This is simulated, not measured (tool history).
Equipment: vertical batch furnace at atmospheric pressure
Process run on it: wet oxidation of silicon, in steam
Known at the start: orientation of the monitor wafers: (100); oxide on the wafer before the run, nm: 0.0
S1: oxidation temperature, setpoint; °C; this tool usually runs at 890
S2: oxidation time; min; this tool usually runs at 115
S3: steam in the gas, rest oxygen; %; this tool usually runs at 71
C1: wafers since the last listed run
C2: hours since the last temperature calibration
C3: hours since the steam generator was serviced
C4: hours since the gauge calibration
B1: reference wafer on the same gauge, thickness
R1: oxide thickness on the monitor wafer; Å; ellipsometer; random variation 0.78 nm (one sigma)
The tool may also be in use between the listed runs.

Run 1, day 0: usual settings but S3 80 %; C1 0; C2 2834.6; C3 2109.4; C4 12.7; B1 128.9. Result: R1 1856.9 Å.
Run 2, day 4.488: usual settings but S3 80 %; C1 784; C2 2942.3; C3 2217.1; C4 120.4; B1 128.84. Result: R1 1870.7 Å.
Run 3, day 8.958: usual settings; C1 781; C2 3049.6; C3 2324.4; C4 227.7; B1 128.95. Result: R1 1694.5 Å.
Run 4, day 11.433: usual settings; C1 432; C2 3109; C3 2383.8; C4 287.1; B1 128.94. Result: R1 1699.7 Å.
Run 5, day 13.004: usual settings; C1 274; C2 3146.7; C3 2421.5; C4 324.8; B1 128.84. Result: R1 1688.7 Å.
Run 6, day 16.958: usual settings but S1 870 °C; C1 690; C2 3241.6; C3 2516.4; C4 419.7; B1 128.9. Result: R1 1250.1 Å.
Run 7, day 20.883: usual settings; C1 685; C2 3335.8; C3 2610.6; C4 513.9; B1 129.25. Result: R1 1702.7 Å.
Run 8, day 23.971: usual settings; C1 539; C2 3409.9; C3 2684.7; C4 588; B1 129.06. Result: R1 1709.3 Å.
Run 9, day 26.529: usual settings but S2 141.5 min, S3 76 %; C1 447; C2 3471.3; C3 2746.1; C4 649.4; B1 128.81. Result: R1 2167.1 Å.
Run 10, day 30.1: usual settings but S2 141.5 min, S3 76 %; C1 623; C2 3557; C3 2831.8; C4 735.1; B1 128.94. Result: R1 2159.6 Å.
At day 32.346: steam generator serviced.
Run 11, day 37.192: usual settings but S2 141.5 min, S3 76 %; C1 1064; C2 3727.2; C3 116.3; C4 905.3; B1 128.95. Result: R1 2168.7 Å.
Run 12, day 40.5: usual settings but S1 904 °C; C1 578; C2 3806.6; C3 195.7; C4 984.7; B1 128.65. Result: R1 2045.7 Å.
Run 13, day 44.088: usual settings but S1 904 °C; C1 626; C2 3892.7; C3 281.8; C4 1070.8; B1 129.04. Result: R1 2049.1 Å.
Run 14, day 45.921: usual settings; C1 320; C2 3936.7; C3 325.8; C4 1114.8; B1 129.16. Result: R1 1709.6 Å.
Run 15, day 48.404: usual settings; C1 433; C2 3996.3; C3 385.4; C4 1174.4; B1 129.08. Result: R1 1712 Å.
Run 16, day 50.55: usual settings but S1 900 °C, S2 60.5 min, S3 67 %; C1 374; C2 4047.8; C3 436.9; C4 1225.9; B1 129.16. Result: R1 1053.8 Å.
Run 17, day 53.142: usual settings but S2 149 min, S3 74 %; C1 452; C2 4110; C3 499.1; C4 1288.1; B1 128.77. Result: R1 2206 Å.
Run 18, day 55.271: usual settings but S1 880 °C, S3 67 %; C1 372; C2 4161.1; C3 550.2; C4 1339.2; B1 129.16. Result: R1 1398.2 Å.
Run 19, day 58.833: usual settings but S2 80.5 min; C1 622; C2 4246.6; C3 635.7; C4 1424.7; B1 129.27. Result: R1 1241.5 Å.
Run 20, day 60.867: usual settings but S1 874 °C, S2 143.5 min, S3 81 %; C1 355; C2 4295.4; C3 684.5; C4 1473.5; B1 129.07. Result: R1 1869 Å.
Run 21, day 64.75: usual settings but S2 168.5 min; C1 678; C2 4388.6; C3 777.7; C4 1566.7; B1 128.75. Result: R1 2371.9 Å.
Run 22, day 77.138: usual settings but S1 878 °C; C1 2164; C2 4685.9; C3 1075; C4 1864; B1 129.08. Result: R1 1442.6 Å.
At day 78.838: thermocouples replaced and temperature profile calibrated.
Run 23, day 80.092: usual settings; C1 341; C2 30.1; C3 1145.9; C4 1934.9; B1 128.94. Result: R1 1623 Å.
At day 81.454: gauge calibrated.
Run 24, day 82.992: usual settings but S2 149 min, S3 74 %; C1 506; C2 99.7; C3 1215.5; C4 36.9; B1 128.98. Result: R1 2105.6 Å.
Run 25, day 85.833: usual settings but S1 903 °C, S2 156.5 min; C1 496; C2 167.9; C3 1283.7; C4 105.1; B1 128.91. Result: R1 2511.9 Å.
Run 26, day 89.658: usual settings; C1 668; C2 259.7; C3 1375.5; C4 196.9; B1 129.02. Result: R1 1627 Å.
Run 27, day 91.517: usual settings but S1 910 °C, S3 76 %; C1 324; C2 304.3; C3 1420.1; C4 241.5; B1 129.01. Result: R1 2249.3 Å.
Run 28, day 93.329: usual settings but S2 132.5 min, S3 83 %; C1 316; C2 347.8; C3 1463.6; C4 285; B1 128.84. Result: R1 2098 Å.
Run 29, day 94.921: usual settings but S1 900 °C; C1 278; C2 386; C3 1501.8; C4 323.2; B1 128.68. Result: R1 1871.8 Å.
Run 30, day 99.025: usual settings but S3 59 %; C1 717; C2 484.5; C3 1600.3; C4 421.7; B1 128.97. Result: R1 1383.1 Å.
Run 31, day 102.433: usual settings but S1 879 °C, S2 139.5 min, S3 79 %; C1 595; C2 566.3; C3 1682.1; C4 503.5; B1 129.01. Result: R1 1822.4 Å.

4 ways to go on from here, each from the tool as it stands after run 31. What would each give?
Run A, day 102.704: usual settings but S3 83 %; C1 47; C2 572.8; C3 1688.6; C4 510; B1 ?. Result: R1 ?.
Run B, day 102.704: usual settings but S1 872 °C, S3 61 %; C1 47; C2 572.8; C3 1688.6; C4 510; B1 ?. Result: R1 ?.
Run C, day 102.704: usual settings but S1 883 °C, S2 150.5 min; C1 47; C2 572.8; C3 1688.6; C4 510; B1 ?. Result: R1 ?.
Run D, day 102.704: usual settings but S2 77.5 min, S3 59 %; C1 47; C2 572.8; C3 1688.6; C4 510; B1 ?. Result: R1 ?.

run      B1      R1
  A  129.25  1863.3
  B  129.25  1074.7
  C  129.25  1863.1
  D  129.25   959.3
With no hidden state in the tool, these same runs would have given:
run      R1
  A  1837.3
  B  1057.4
  C  1836.4
  D   944.5
